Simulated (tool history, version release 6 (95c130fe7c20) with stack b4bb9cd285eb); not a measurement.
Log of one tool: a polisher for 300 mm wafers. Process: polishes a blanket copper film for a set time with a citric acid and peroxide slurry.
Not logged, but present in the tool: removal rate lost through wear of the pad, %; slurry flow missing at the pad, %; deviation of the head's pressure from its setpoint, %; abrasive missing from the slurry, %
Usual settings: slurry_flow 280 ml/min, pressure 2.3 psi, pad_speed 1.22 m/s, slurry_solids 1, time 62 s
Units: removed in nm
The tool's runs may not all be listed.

| run | hour | slurry_flow | pressure | pad_speed | slurry_solids | time | wafers since the last listed run | wafers polished on this pad | hours since the slurry nozzle was cleaned | hours since the head pressure was calibrated | hours since the slurry blender was calibrated | incoming thickness of the incoming film, nm | removed |
|---|---|---|---|---|---|---|---|---|---|---|---|---|---|
| 1 | 0 | 280 | 2.3 | 1.22 | 1 | 62 | 0 | 142 | 143.3 | 588 | 242.8 | 965.4 | 121.8 |
| 2 | 58.7 | 325 | 2.3 | 1.22 | 0.9 | 62 | 695 | 838 | 202 | 646.7 | 301.5 | 943.7 | 118.5 |
|  | 67.1 | slurry nozzle cleaned |
| 3 | 96.1 | 325 | 2.3 | 1.22 | 0.9 | 62 | 431 | 1269 | 29 | 684.1 | 338.9 | 953.5 | 116.5 |
|  | 153.6 | worn pad replaced by a new one |
|  | 159.5 | slurry blender recalibrated |
| 4 | 166.7 | 280 | 2.3 | 0.9 | 1 | 62 | 765 | 131 | 99.6 | 754.7 | 7.2 | 943.2 | 81.6 |
| 5 | 217.2 | 280 | 2.3 | 1.22 | 1 | 62 | 598 | 729 | 150.1 | 805.2 | 57.7 | 976.7 | 107.9 |
|  | 286.8 | worn pad replaced by a new one, repeated, since the last time left the tool worse |
|  | 287.5 | slurry nozzle cleaned |
| 6 | 308.5 | 280 | 2.3 | 1.22 | 1 | 62 | 1025 | 248 | 21 | 896.5 | 149 | 952.6 | 119.2 |
| 7 | 356.6 | 280 | 2.3 | 1.22 | 1 | 62 | 569 | 818 | 69.1 | 944.6 | 197.1 | 957.6 | 114.8 |
| 8 | 417.2 | 280 | 2.3 | 1.22 | 1 | 46 | 718 | 1536 | 129.7 | 1005.2 | 257.7 | 955.4 | 85.5 |
|  | 446.3 | head pressure recalibrated |
| 9 | 469.3 | 370 | 1.9 | 1.22 | 1.2 | 82 | 593 | 2130 | 181.8 | 23 | 309.8 | 974.8 | 132.8 |

The next listed run, before its measurement:
|  | 480.7 | slurry nozzle cleaned |
|  | 498 | worn pad replaced by a new one |
| 10 | 569.9 | 280 | 3 | 1.22 | 1 | 43 | 1132 | 851 | 89.2 | 123.6 | 410.4 | 968.7 | ? |

removed: 107.3 nm
Minus the tool's unlogged condition, the same run would have read removed 109 nm.
